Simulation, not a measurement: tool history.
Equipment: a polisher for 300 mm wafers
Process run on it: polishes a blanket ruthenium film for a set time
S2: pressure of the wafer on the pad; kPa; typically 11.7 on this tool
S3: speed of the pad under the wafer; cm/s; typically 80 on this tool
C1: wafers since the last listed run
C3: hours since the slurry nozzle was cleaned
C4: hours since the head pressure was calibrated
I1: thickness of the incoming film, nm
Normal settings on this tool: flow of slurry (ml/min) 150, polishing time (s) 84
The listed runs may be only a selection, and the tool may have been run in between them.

Run 1, day 0: usual settings but polishing time (s) 77; C1 0; wafers polished on this pad 739; C3 391.5; C4 68.8; I1 435.7. Result: film removed (Å) 563.
Run 2, day 1.017: usual settings but flow of slurry (ml/min) 140, S3 68 cm/s; C1 259; wafers polished on this pad 999; C3 415.9; C4 93.2; I1 424.3. Result: film removed (Å) 550.
Run 3, day 1.612: usual settings but flow of slurry (ml/min) 140, S3 68 cm/s; C1 152; wafers polished on this pad 1151; C3 430.2; C4 107.5; I1 428.1. Result: film removed (Å) 541.
Run 4, day 2.612: usual settings; C1 255; wafers polished on this pad 1406; C3 454.2; C4 131.5; I1 425.5. Result: film removed (Å) 595.
At day 3.067: worn pad replaced by a new one.
Run 5, day 3.217: usual settings; C1 111; wafers polished on this pad 38; C3 468.7; C4 146; I1 430.3. Result: film removed (Å) 595.
Run 6, day 4.108: usual settings; C1 227; wafers polished on this pad 266; C3 490.1; C4 167.4; I1 428.3. Result: film removed (Å) 604.
Run 7, day 5.45: usual settings; C1 342; wafers polished on this pad 608; C3 522.3; C4 199.6; I1 432.5. Result: film removed (Å) 596.
Run 8, day 6.288: usual settings; C1 213; wafers polished on this pad 822; C3 542.4; C4 219.7; I1 430.3. Result: film removed (Å) 597.
Run 9, day 7.608: usual settings; C1 337; wafers polished on this pad 1159; C3 574.1; C4 251.4; I1 426.1. Result: film removed (Å) 591.
At day 8.071: worn pad replaced by a new one.
Run 10, day 8.504: usual settings but flow of slurry (ml/min) 110; C1 186; wafers polished on this pad 111; C3 595.6; C4 272.9; I1 432.8. Result: film removed (Å) 558.
Run 11, day 9.088: usual settings but flow of slurry (ml/min) 110; C1 148; wafers polished on this pad 259; C3 609.6; C4 286.9; I1 433.1. Result: film removed (Å) 554.
Run 12, day 9.588: usual settings but flow of slurry (ml/min) 110; C1 127; wafers polished on this pad 387; C3 621.6; C4 298.9; I1 428.6. Result: film removed (Å) 559.
At day 9.921: slurry nozzle cleaned.
Run 13, day 11.017: usual settings but S2 14.5 kPa, polishing time (s) 68; C1 354; wafers polished on this pad 741; C3 26.3; C4 333.2; I1 432.1. Result: film removed (Å) 560.
At day 13.717: worn pad replaced by a new one.
Run 14, day 15.138: usual settings but polishing time (s) 105; C1 1009; wafers polished on this pad 363; C3 125.2; C4 432.1; I1 429.4. Result: film removed (Å) 750.
Run 15, day 16.15: usual settings but flow of slurry (ml/min) 195, S2 13.1 kPa, S3 58 cm/s, polishing time (s) 62; C1 258; wafers polished on this pad 621; C3 149.5; C4 456.4; I1 430.3. Result: film removed (Å) 411.
Run 16, day 17.192: usual settings but flow of slurry (ml/min) 115; C1 265; wafers polished on this pad 887; C3 174.5; C4 481.4; I1 436.3. Result: film removed (Å) 560.
Run 17, day 18.258: usual settings; C1 272; wafers polished on this pad 1159; C3 200.1; C4 507; I1 429.4. Result: film removed (Å) 591.
At day 19.083: worn pad replaced by a new one.
Run 18, day 19.442: usual settings but flow of slurry (ml/min) 170, polishing time (s) 99; C1 259; wafers polished on this pad 91; C3 228.5; C4 535.4; I1 428.3. Result: film removed (Å) 712.
Run 19, day 20.058: usual settings but flow of slurry (ml/min) 180, S2 15.2 kPa; C1 157; wafers polished on this pad 248; C3 243.3; C4 550.2; I1 421.4. Result: film removed (Å) 728.
At day 20.421: head pressure recalibrated.
Run 20, day 21.262: usual settings but flow of slurry (ml/min) 110, S2 9.7 kPa, polishing time (s) 60; C1 286; wafers polished on this pad 534; C3 272.2; C4 20.2; I1 430. Result: film removed (Å) 361.
Run 21, day 22.471: usual settings but S2 10.3 kPa; C1 308; wafers polished on this pad 842; C3 301.2; C4 49.2; I1 434.7. Result: film removed (Å) 567.
Run 22, day 23.912: usual settings but flow of slurry (ml/min) 100, S2 10.3 kPa, S3 100 cm/s, polishing time (s) 72; C1 367; wafers polished on this pad 1210; C3 335.8; C4 83.8; I1 429.3. Result: film removed (Å) 513.
At day 24.538: worn pad replaced by a new one.
Run 23, day 25.342: usual settings but S2 14.5 kPa, polishing time (s) 68; C1 322; wafers polished on this pad 205; C3 370.1; C4 118.1; I1 428.4. Result: film removed (Å) 573.
Run 24, day 26.033: usual settings but flow of slurry (ml/min) 110; C1 176; wafers polished on this pad 382; C3 386.7; C4 134.7; I1 431.2. Result: film removed (Å) 570.
Run 25, day 27.688: usual settings but flow of slurry (ml/min) 125, S2 13.8 kPa, S3 56 cm/s; C1 422; wafers polished on this pad 804; C3 426.4; C4 174.4; I1 429.7. Result: film removed (Å) 534.

Hidden condition of the tool, last listed run before each entry between runs versus first listed run after:
Between runs 4 and 5: worn pad replaced by a new one (day 3.067)
  deviation of the head's pressure from its setpoint, %: -4.69 -> -4.99
  difference, measured minus the result without the unlogged condition, film removed (Å): -19 -> -20
Between runs 9 and 10: worn pad replaced by a new one (day 8.071)
  deviation of the head's pressure from its setpoint, %: -6.51 -> -6.72
  difference, measured minus the result without the unlogged condition, film removed (Å): -27 -> -25
Between runs 12 and 13: slurry nozzle cleaned (day 9.921)
  deviation of the head's pressure from its setpoint, %: -6.94 -> -7.19
  difference, measured minus the result without the unlogged condition, film removed (Å): -27 -> -28
Between runs 13 and 14: worn pad replaced by a new one (day 13.717)
  deviation of the head's pressure from its setpoint, %: -7.19 -> -7.67
  difference, measured minus the result without the unlogged condition, film removed (Å): -28 -> -40
Between runs 17 and 18: worn pad replaced by a new one (day 19.083)
  deviation of the head's pressure from its setpoint, %: -7.89 -> -7.95
  difference, measured minus the result without the unlogged condition, film removed (Å): -32 -> -39
Between runs 19 and 20: head pressure recalibrated (day 20.421)
  deviation of the head's pressure from its setpoint, %: -7.98 -> -0.421
  difference, measured minus the result without the unlogged condition, film removed (Å): -40 -> -1
Between runs 22 and 23: worn pad replaced by a new one (day 24.538)
  deviation of the head's pressure from its setpoint, %: -2.58 -> -3.45
  difference, measured minus the result without the unlogged condition, film removed (Å): -8 -> -13
